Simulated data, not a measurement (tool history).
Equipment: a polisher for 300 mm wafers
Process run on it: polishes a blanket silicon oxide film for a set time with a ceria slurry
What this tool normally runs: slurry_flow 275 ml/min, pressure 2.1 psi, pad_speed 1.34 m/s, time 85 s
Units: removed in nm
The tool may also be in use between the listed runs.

run,hour,slurry_flow,pressure,pad_speed,time,wafers since the last listed run,wafers polished on this pad,hours since the slurry nozzle was cleaned,hours since the head pressure was calibrated,"incoming thickness of the incoming film, nm",removed
1,0,275,2.1,1.34,85,0,1797,199.1,46,926.7,307.9
2,61.1,275,2.1,1.34,85,432,2230,260.2,107.1,952.4,306.5
3,101,275,2.1,1.34,85,282,2512,300.1,147,938.2,295.2
# hour 121.1: worn pad replaced by a new one
4,136.7,340,2.1,1.34,85,224,110,335.8,182.7,921.1,307.2
# hour 194.7: slurry nozzle cleaned
5,195.2,340,2.1,1.34,85,406,517,0.5,241.2,938.1,320.5
6,238.8,340,2.1,1.34,85,308,825,44.1,284.8,935.1,318.2
7,301.4,275,2.1,1.04,85,443,1268,106.7,347.4,942.6,238.5
8,351.7,275,2.1,1.04,85,355,1624,157,397.7,953.7,244.3
9,416,275,2.1,1.34,85,455,2080,221.3,462,939.9,311.8
# hour 423.2: worn pad replaced by a new one
10,470.3,275,2.1,1.34,85,355,333,275.6,516.3,944.3,301.9
11,535.9,275,2.1,1.34,85,464,797,341.2,581.9,939.4,297.4
# hour 544: slurry nozzle cleaned
12,599.1,275,2.1,1.34,68,440,1238,55.1,645.1,935.2,245.2
13,638.7,275,2.1,1.34,68,280,1518,94.7,684.7,952.9,245.7
14,668.6,275,2.1,1.34,85,211,1729,124.6,714.6,938.9,311.2
15,735.2,275,2.1,1.34,85,471,2201,191.2,781.2,946.4,306.1
# hour 749.7: worn pad replaced by a new one
16,788.4,275,2.1,1.34,85,348,274,244.4,834.4,922.5,311.5
17,844.5,275,2.1,1.34,85,397,671,300.5,890.5,947.6,306.7
# hour 868.7: slurry nozzle cleaned
18,893.2,275,2.1,1.14,74,337,1008,24.5,939.2,921.2,231.1
19,961,275,2.5,1.34,106,479,1488,92.3,1007,934,466.3
20,1006,275,2.1,1.14,74,318,1807,137.3,1052,924.5,230
21,1069.2,275,2.1,1.34,85,447,2254,200.5,1115.2,930.6,318
# hour 1085.5: worn pad replaced by a new one
22,1109.2,230,1.9,1.68,85,254,167,240.5,1155.2,944.7,343.9
23,1180.5,220,2.1,1.34,85,504,672,311.8,1226.5,923.3,289.4
# hour 1194.7: head pressure recalibrated
24,1246.5,205,1.8,1.34,112,452,1125,377.8,51.8,941.5,315.3
# hour 1260.5: slurry nozzle cleaned
25,1288.8,275,2.6,1.34,61,292,1417,28.3,94.1,953,280.1
26,1327.5,275,2.6,1.34,61,273,1691,67,132.8,933.3,281.2
27,1387.2,275,2.1,1.34,67,422,2114,126.7,192.5,950.4,251.5

Estimate the outcome of run 28 from the log above:
# hour 1404: worn pad replaced by a new one
28,1420.5,230,1.9,1.68,85,207,117,160,225.8,929.4,?

removed: 342.7 nm
On a tool with no hidden condition, and with the same random variation, this run would have come out at removed 346.6 nm.
